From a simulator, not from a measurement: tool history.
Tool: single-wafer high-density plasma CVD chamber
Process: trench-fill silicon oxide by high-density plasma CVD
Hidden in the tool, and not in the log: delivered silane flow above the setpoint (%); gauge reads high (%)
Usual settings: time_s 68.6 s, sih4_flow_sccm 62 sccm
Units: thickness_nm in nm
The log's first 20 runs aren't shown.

run   hour  time_s  sih4_flow_sccm  wafers since the last listed run  hours since the silane flow controller was replaced  hours since the gauge calibration  read-back reference wafer on the same gauge, thickness_nm  thickness_nm
 21  476.8    64.0              67                               413                                                 75.7                              741.4                                                    386.973       436.588
 22  501.6    62.5              57                               467                                                100.5                              766.2                                                    386.613       359.845
 23  514.2    77.9              70                               237                                                113.1                              778.8                                                    385.603       552.500
 24  531.3    68.6              62                               322                                                130.2                              795.9                                                    386.224       431.073
 25  550.5    68.6              68                               362                                                149.4                              815.1                                                    385.528       473.105
 26  570.8    73.8              55                               383                                                169.7                              835.4                                                    385.144       413.068
 27  608.0    77.5              68                               701                                                206.9                              872.6                                                    385.852       533.353
 28  640.6    68.6              62                               615                                                239.5                              905.2                                                    385.724       431.201
 29  673.1    68.6              62                               613                                                272.0                              937.7                                                    386.398       431.213
 30  687.5    72.6              62                               271                                                286.4                              952.1                                                    386.355       458.891
     692.7  -- gauge calibrated
 31  705.8    59.9              62                               345                                                304.7                               13.1                                                    385.898       376.926
 32  733.2    68.6              62                               517                                                332.1                               40.5                                                    386.283       431.588
 33  754.9    73.6              68                               409                                                353.8                               62.2                                                    386.290       511.574
 34  767.0    62.8              58                               228                                                365.9                               74.3                                                    386.733       368.384
 35  791.3    55.8              53                               458                                                390.2                               98.6                                                    385.455       302.935
 36  805.3    68.6              59                               264                                                404.2                              112.6                                                    385.271       413.713
 37  841.0    68.6              62                               673                                                439.9                              148.3                                                    385.870       432.213
 38  860.5    78.2              62                               367                                                459.4                              167.8                                                    385.922       491.000
 39  910.5    56.6              71                               943                                                509.4                              217.8                                                    385.648       406.505
 40  923.9    68.6              50                               252                                                522.8                              231.2                                                    385.685       346.536

5 ways to go on from here, each from the tool as it stands after run 40. What would each give?
  A  924.3    68.6              53                                 7                                                523.2                              231.6                                                          ?             ?
  B  924.3    58.2              58                                 7                                                523.2                              231.6                                                          ?             ?
  C  924.3    56.8              53                                 7                                                523.2                              231.6                                                          ?             ?
  D  924.3    61.4              62                                 7                                                523.2                              231.6                                                          ?             ?
  E  924.3    72.5              53                                 7                                                523.2                              231.6                                                          ?             ?

run  read-back reference wafer on the same gauge, thickness_nm  thickness_nm
  A                                                    385.720       369.965
  B                                                    385.720       343.488
  C                                                    385.720       306.326
  D                                                    385.720       387.365
  E                                                    385.720       390.998
Without the tool's hidden state the same runs would have given:
run  thickness_nm
  A       369.965
  B       343.488
  C       306.326
  D       387.365
  E       390.998
